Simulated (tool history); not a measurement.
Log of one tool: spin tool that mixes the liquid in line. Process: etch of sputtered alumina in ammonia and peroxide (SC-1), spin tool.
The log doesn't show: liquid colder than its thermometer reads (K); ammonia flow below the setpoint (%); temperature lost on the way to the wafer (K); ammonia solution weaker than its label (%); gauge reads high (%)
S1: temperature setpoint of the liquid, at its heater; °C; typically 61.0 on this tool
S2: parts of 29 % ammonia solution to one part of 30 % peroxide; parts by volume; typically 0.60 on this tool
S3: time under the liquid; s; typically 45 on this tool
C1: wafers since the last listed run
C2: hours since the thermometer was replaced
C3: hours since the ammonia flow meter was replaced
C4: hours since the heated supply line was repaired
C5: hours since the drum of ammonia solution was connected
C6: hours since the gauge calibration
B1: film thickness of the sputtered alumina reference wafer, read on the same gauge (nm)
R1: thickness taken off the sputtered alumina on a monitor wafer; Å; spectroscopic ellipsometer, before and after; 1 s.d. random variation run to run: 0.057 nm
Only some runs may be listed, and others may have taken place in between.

run,day,S1,S2,S3,C1,C2,C3,C4,C5,C6,B1,R1
1,0.000,61.0,0.60,45,0,204.5,1752.6,1459.0,29.4,853.8,50.01,69.7
2,4.392,61.0,0.60,45,2123,309.9,1858.0,1564.4,134.8,959.2,50.00,68.6
3,10.721,61.0,0.60,45,3059,461.8,2009.9,1716.3,286.7,1111.1,49.98,69.8
# day 16.729: thermometer replaced
4,19.421,61.0,0.60,45,4185,64.6,2218.7,1925.1,495.5,1319.9,49.99,70.2
5,21.054,61.0,0.55,45,789,103.8,2257.9,1964.3,534.7,1359.1,50.00,69.3
6,24.496,61.0,0.55,45,1663,186.4,2340.5,2046.9,617.3,1441.7,50.00,68.3
7,27.592,61.0,0.55,45,1496,260.7,2414.8,2121.2,691.6,1516.0,50.00,69.1
# day 28.188: new drum of ammonia solution connected
# day 28.700: ammonia flow meter replaced
8,30.254,61.0,0.60,45,1246,324.6,37.3,2185.1,49.6,1579.9,50.02,69.8
9,32.479,65.5,0.60,40,1075,378.0,90.7,2238.5,103.0,1633.3,49.98,77.4
10,35.050,61.0,0.55,45,1242,439.7,152.4,2300.2,164.7,1695.0,50.00,69.0
# day 39.033: thermometer replaced
11,39.146,61.0,0.35,30,1959,2.7,250.7,2398.5,263.0,1793.3,49.98,44.0
12,42.171,61.0,0.60,45,1462,75.3,323.3,2471.1,335.6,1865.9,49.99,69.8
# day 43.712: gauge calibrated
13,44.312,67.5,0.60,45,1035,126.7,374.7,2522.5,387.0,14.4,50.01,97.4
14,46.483,61.0,0.90,45,1049,178.8,426.8,2574.6,439.1,66.5,49.98,72.6
15,50.538,69.0,0.60,55,1959,276.1,524.1,2671.9,536.4,163.8,50.01,126.7
16,53.612,61.0,0.60,45,1486,349.9,597.9,2745.7,610.2,237.6,50.01,69.8
# day 55.254: new drum of ammonia solution connected
# day 55.329: heated supply line repaired
17,56.533,61.0,0.75,30,1371,420.0,668.0,28.9,30.7,307.7,49.99,47.5
18,59.088,61.0,0.60,25,1234,481.3,729.3,90.2,92.0,369.0,50.00,38.6
# day 60.258: thermometer replaced
19,63.183,61.0,0.60,25,1959,70.2,827.6,188.5,190.3,467.3,50.00,38.6
20,67.300,52.5,0.80,25,1990,169.0,926.4,287.3,289.1,566.1,49.99,25.6
21,69.538,61.0,0.60,45,1081,222.7,980.1,341.0,342.8,619.8,50.01,69.9
22,72.392,69.5,0.80,60,1379,291.2,1048.6,409.5,411.3,688.3,49.98,144.1
23,75.062,67.5,0.45,45,1291,355.3,1112.7,473.6,475.4,752.4,49.99,94.6
24,76.583,57.0,0.70,55,735,391.8,1149.2,510.1,511.9,788.9,50.00,69.7
25,79.708,69.5,0.40,20,1510,466.8,1224.2,585.1,586.9,863.9,50.00,46.0

Below are 3 alternative next runs, each starting from the tool's condition after run 25. Predict each:
A,79.725,61.0,0.60,45,8,467.2,1224.6,585.5,587.3,864.3,?,?
B,79.725,65.0,0.40,30,8,467.2,1224.6,585.5,587.3,864.3,?,?
C,79.725,57.5,0.40,25,8,467.2,1224.6,585.5,587.3,864.3,?,?

run,B1,R1
A,49.97,69.1
B,49.97,54.2
C,49.97,30.8
Without the tool's hidden state the same runs would have given:
run,R1
A,69.1
B,54.2
C,30.8
